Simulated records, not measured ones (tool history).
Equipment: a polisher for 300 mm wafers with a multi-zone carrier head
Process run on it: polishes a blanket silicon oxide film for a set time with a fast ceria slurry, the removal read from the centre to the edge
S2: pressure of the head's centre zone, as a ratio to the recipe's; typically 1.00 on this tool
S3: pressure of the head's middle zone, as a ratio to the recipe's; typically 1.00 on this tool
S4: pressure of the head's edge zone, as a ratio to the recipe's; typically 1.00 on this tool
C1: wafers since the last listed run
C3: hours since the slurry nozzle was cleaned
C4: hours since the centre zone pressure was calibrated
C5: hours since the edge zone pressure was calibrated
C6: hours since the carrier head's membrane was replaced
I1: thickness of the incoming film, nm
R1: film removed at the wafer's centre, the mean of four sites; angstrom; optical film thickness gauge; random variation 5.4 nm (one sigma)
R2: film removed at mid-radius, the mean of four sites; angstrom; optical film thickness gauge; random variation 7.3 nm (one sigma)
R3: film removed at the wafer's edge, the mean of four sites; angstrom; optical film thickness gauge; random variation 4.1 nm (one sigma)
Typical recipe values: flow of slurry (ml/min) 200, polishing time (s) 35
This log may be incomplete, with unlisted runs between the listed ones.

{"run": 1, "hour": 0.0, "flow of slurry (ml/min)": 200, "S2": 1.0, "S3": 1.05, "S4": 1.0, "polishing time (s)": 25, "C1": 0, "wafers polished on this pad": 621, "C3": 164.6, "C4": 474.3, "C5": 612.5, "C6": 577.2, "I1": 1882.6, "R1": 3815, "R2": 3794, "R3": 3740}
{"run": 2, "hour": 41.4, "flow of slurry (ml/min)": 200, "S2": 1.0, "S3": 1.0, "S4": 1.0, "polishing time (s)": 35, "C1": 367, "wafers polished on this pad": 989, "C3": 206.0, "C4": 515.7, "C5": 653.9, "C6": 618.6, "I1": 1899.0, "R1": 5184, "R2": 4879, "R3": 5159}
{"hour": 69.9, "done": "edge zone pressure recalibrated"}
{"run": 3, "hour": 95.7, "flow of slurry (ml/min)": 200, "S2": 0.94, "S3": 1.0, "S4": 1.0, "polishing time (s)": 40, "C1": 464, "wafers polished on this pad": 1453, "C3": 260.3, "C4": 570.0, "C5": 25.8, "C6": 672.9, "I1": 1882.6, "R1": 5479, "R2": 5632, "R3": 5792}
{"run": 4, "hour": 189.8, "flow of slurry (ml/min)": 200, "S2": 1.0, "S3": 1.0, "S4": 1.0, "polishing time (s)": 35, "C1": 835, "wafers polished on this pad": 2289, "C3": 354.4, "C4": 664.1, "C5": 119.9, "C6": 767.0, "I1": 1886.3, "R1": 4890, "R2": 4951, "R3": 4803}
{"run": 5, "hour": 267.1, "flow of slurry (ml/min)": 170, "S2": 1.1, "S3": 1.0, "S4": 1.07, "polishing time (s)": 42, "C1": 686, "wafers polished on this pad": 2975, "C3": 431.7, "C4": 741.4, "C5": 197.2, "C6": 844.3, "I1": 1887.7, "R1": 6141, "R2": 5562, "R3": 5947}
{"hour": 281.7, "done": "carrier head's membrane replaced by a new one"}
{"run": 6, "hour": 319.0, "flow of slurry (ml/min)": 200, "S2": 1.0, "S3": 1.0, "S4": 1.0, "polishing time (s)": 35, "C1": 416, "wafers polished on this pad": 3391, "C3": 483.6, "C4": 793.3, "C5": 249.1, "C6": 37.3, "I1": 1892.8, "R1": 4739, "R2": 4570, "R3": 4830}
{"run": 7, "hour": 376.5, "flow of slurry (ml/min)": 200, "S2": 1.0, "S3": 1.0, "S4": 1.0, "polishing time (s)": 35, "C1": 510, "wafers polished on this pad": 3902, "C3": 541.1, "C4": 850.8, "C5": 306.6, "C6": 94.8, "I1": 1844.2, "R1": 4703, "R2": 4641, "R3": 4730}
{"run": 8, "hour": 457.5, "flow of slurry (ml/min)": 245, "S2": 1.0, "S3": 1.0, "S4": 1.0, "polishing time (s)": 35, "C1": 719, "wafers polished on this pad": 4621, "C3": 622.1, "C4": 931.8, "C5": 387.6, "C6": 175.8, "I1": 1887.2, "R1": 4812, "R2": 4669, "R3": 4841}
{"hour": 522.7, "done": "slurry nozzle cleaned"}
{"run": 9, "hour": 534.8, "flow of slurry (ml/min)": 200, "S2": 1.0, "S3": 0.95, "S4": 1.0, "polishing time (s)": 35, "C1": 677, "wafers polished on this pad": 5298, "C3": 12.1, "C4": 1009.1, "C5": 464.9, "C6": 253.1, "I1": 1864.4, "R1": 4884, "R2": 4704, "R3": 4833}
{"hour": 572.2, "done": "centre zone pressure recalibrated"}
{"hour": 582.4, "done": "worn pad replaced by a new one"}
{"run": 10, "hour": 611.7, "flow of slurry (ml/min)": 200, "S2": 1.0, "S3": 1.0, "S4": 1.0, "polishing time (s)": 35, "C1": 629, "wafers polished on this pad": 260, "C3": 89.0, "C4": 39.5, "C5": 541.8, "C6": 330.0, "I1": 1857.7, "R1": 5396, "R2": 5320, "R3": 5351}
{"run": 11, "hour": 688.8, "flow of slurry (ml/min)": 230, "S2": 1.0, "S3": 1.08, "S4": 0.92, "polishing time (s)": 35, "C1": 684, "wafers polished on this pad": 944, "C3": 166.1, "C4": 116.6, "C5": 618.9, "C6": 407.1, "I1": 1885.3, "R1": 5359, "R2": 5541, "R3": 5043}
{"run": 12, "hour": 779.1, "flow of slurry (ml/min)": 200, "S2": 1.0, "S3": 1.0, "S4": 0.96, "polishing time (s)": 35, "C1": 801, "wafers polished on this pad": 1746, "C3": 256.4, "C4": 206.9, "C5": 709.2, "C6": 497.4, "I1": 1863.6, "R1": 4977, "R2": 4974, "R3": 4841}
{"run": 13, "hour": 816.4, "flow of slurry (ml/min)": 200, "S2": 1.0, "S3": 1.0, "S4": 1.0, "polishing time (s)": 35, "C1": 331, "wafers polished on this pad": 2077, "C3": 293.7, "C4": 244.2, "C5": 746.5, "C6": 534.7, "I1": 1851.2, "R1": 4935, "R2": 4965, "R3": 4923}
{"hour": 868.7, "done": "edge zone pressure recalibrated"}
{"run": 14, "hour": 910.2, "flow of slurry (ml/min)": 200, "S2": 1.0, "S3": 1.09, "S4": 1.0, "polishing time (s)": 35, "C1": 815, "wafers polished on this pad": 2892, "C3": 387.5, "C4": 338.0, "C5": 41.5, "C6": 628.5, "I1": 1867.4, "R1": 4826, "R2": 5070, "R3": 4922}
{"run": 15, "hour": 958.7, "flow of slurry (ml/min)": 225, "S2": 1.0, "S3": 1.07, "S4": 0.95, "polishing time (s)": 46, "C1": 430, "wafers polished on this pad": 3323, "C3": 436.0, "C4": 386.5, "C5": 90.0, "C6": 677.0, "I1": 1908.5, "R1": 6431, "R2": 6688, "R3": 6135}
{"run": 16, "hour": 995.0, "flow of slurry (ml/min)": 200, "S2": 0.9, "S3": 1.0, "S4": 0.97, "polishing time (s)": 31, "C1": 322, "wafers polished on this pad": 3645, "C3": 472.3, "C4": 422.8, "C5": 126.3, "C6": 713.3, "I1": 1840.9, "R1": 3825, "R2": 4090, "R3": 4159}
{"run": 17, "hour": 1071.9, "flow of slurry (ml/min)": 200, "S2": 1.0, "S3": 1.0, "S4": 1.0, "polishing time (s)": 40, "C1": 682, "wafers polished on this pad": 4328, "C3": 549.2, "C4": 499.7, "C5": 203.2, "C6": 790.2, "I1": 1846.8, "R1": 5400, "R2": 5415, "R3": 5432}
{"run": 18, "hour": 1116.0, "flow of slurry (ml/min)": 145, "S2": 1.0, "S3": 0.96, "S4": 1.12, "polishing time (s)": 35, "C1": 391, "wafers polished on this pad": 4719, "C3": 593.3, "C4": 543.8, "C5": 247.3, "C6": 834.3, "I1": 1890.3, "R1": 4416, "R2": 4324, "R3": 4754}
{"run": 19, "hour": 1192.1, "flow of slurry (ml/min)": 230, "S2": 1.0, "S3": 1.0, "S4": 1.0, "polishing time (s)": 35, "C1": 675, "wafers polished on this pad": 5395, "C3": 669.4, "C4": 619.9, "C5": 323.4, "C6": 910.4, "I1": 1893.8, "R1": 4770, "R2": 4678, "R3": 4790}
{"hour": 1213.4, "done": "slurry nozzle cleaned"}
{"hour": 1275.7, "done": "carrier head's membrane replaced by a new one"}
{"hour": 1338.3, "done": "worn pad replaced by a new one"}
{"run": 20, "hour": 1389.9, "flow of slurry (ml/min)": 200, "S2": 1.0, "S3": 1.0, "S4": 0.91, "polishing time (s)": 32, "C1": 1667, "wafers polished on this pad": 458, "C3": 176.5, "C4": 817.7, "C5": 521.2, "C6": 114.2, "I1": 1897.6, "R1": 4771, "R2": 4845, "R3": 4657}
{"run": 21, "hour": 1438.1, "flow of slurry (ml/min)": 200, "S2": 1.0, "S3": 1.06, "S4": 1.0, "polishing time (s)": 35, "C1": 427, "wafers polished on this pad": 886, "C3": 224.7, "C4": 865.9, "C5": 569.4, "C6": 162.4, "I1": 1851.0, "R1": 5192, "R2": 5355, "R3": 5090}
{"run": 22, "hour": 1483.0, "flow of slurry (ml/min)": 200, "S2": 1.0, "S3": 1.0, "S4": 1.0, "polishing time (s)": 35, "C1": 398, "wafers polished on this pad": 1284, "C3": 269.6, "C4": 910.8, "C5": 614.3, "C6": 207.3, "I1": 1903.1, "R1": 5076, "R2": 4947, "R3": 5050}
{"hour": 1515.3, "done": "centre zone pressure recalibrated"}
{"run": 23, "hour": 1547.1, "flow of slurry (ml/min)": 175, "S2": 0.93, "S3": 0.95, "S4": 1.0, "polishing time (s)": 47, "C1": 551, "wafers polished on this pad": 1836, "C3": 333.7, "C4": 31.8, "C5": 678.4, "C6": 271.4, "I1": 1887.3, "R1": 6121, "R2": 6266, "R3": 6533}

Here are 3 independent what-if runs from the current tool condition. What would each one return?
{"run": "A", "hour": 1547.5, "flow of slurry (ml/min)": 200, "S2": 1.0, "S3": 1.0, "S4": 1.0, "polishing time (s)": 35, "C1": 3, "wafers polished on this pad": 1839, "C3": 334.1, "C4": 32.2, "C5": 678.8, "C6": 271.8, "I1": 1840.0, "R1": "?", "R2": "?", "R3": "?"}
{"run": "B", "hour": 1547.5, "flow of slurry (ml/min)": 140, "S2": 0.91, "S3": 1.0, "S4": 1.04, "polishing time (s)": 30, "C1": 3, "wafers polished on this pad": 1839, "C3": 334.1, "C4": 32.2, "C5": 678.8, "C6": 271.8, "I1": 1840.0, "R1": "?", "R2": "?", "R3": "?"}
{"run": "C", "hour": 1547.5, "flow of slurry (ml/min)": 200, "S2": 1.1, "S3": 1.0, "S4": 1.04, "polishing time (s)": 35, "C1": 3, "wafers polished on this pad": 1839, "C3": 334.1, "C4": 32.2, "C5": 678.8, "C6": 271.8, "I1": 1840.0, "R1": "?", "R2": "?", "R3": "?"}

run=A R1=4928 R2=4867 R3=4964
run=B R1=3684 R2=3986 R3=4197
run=C R1=5373 R2=4864 R3=5060
Had the tool no hidden state, the same runs would have come out as:
run=A R1=5559 R2=5464 R3=5514
run=B R1=4204 R2=4518 R3=4691
run=C R1=6061 R2=5461 R3=5620

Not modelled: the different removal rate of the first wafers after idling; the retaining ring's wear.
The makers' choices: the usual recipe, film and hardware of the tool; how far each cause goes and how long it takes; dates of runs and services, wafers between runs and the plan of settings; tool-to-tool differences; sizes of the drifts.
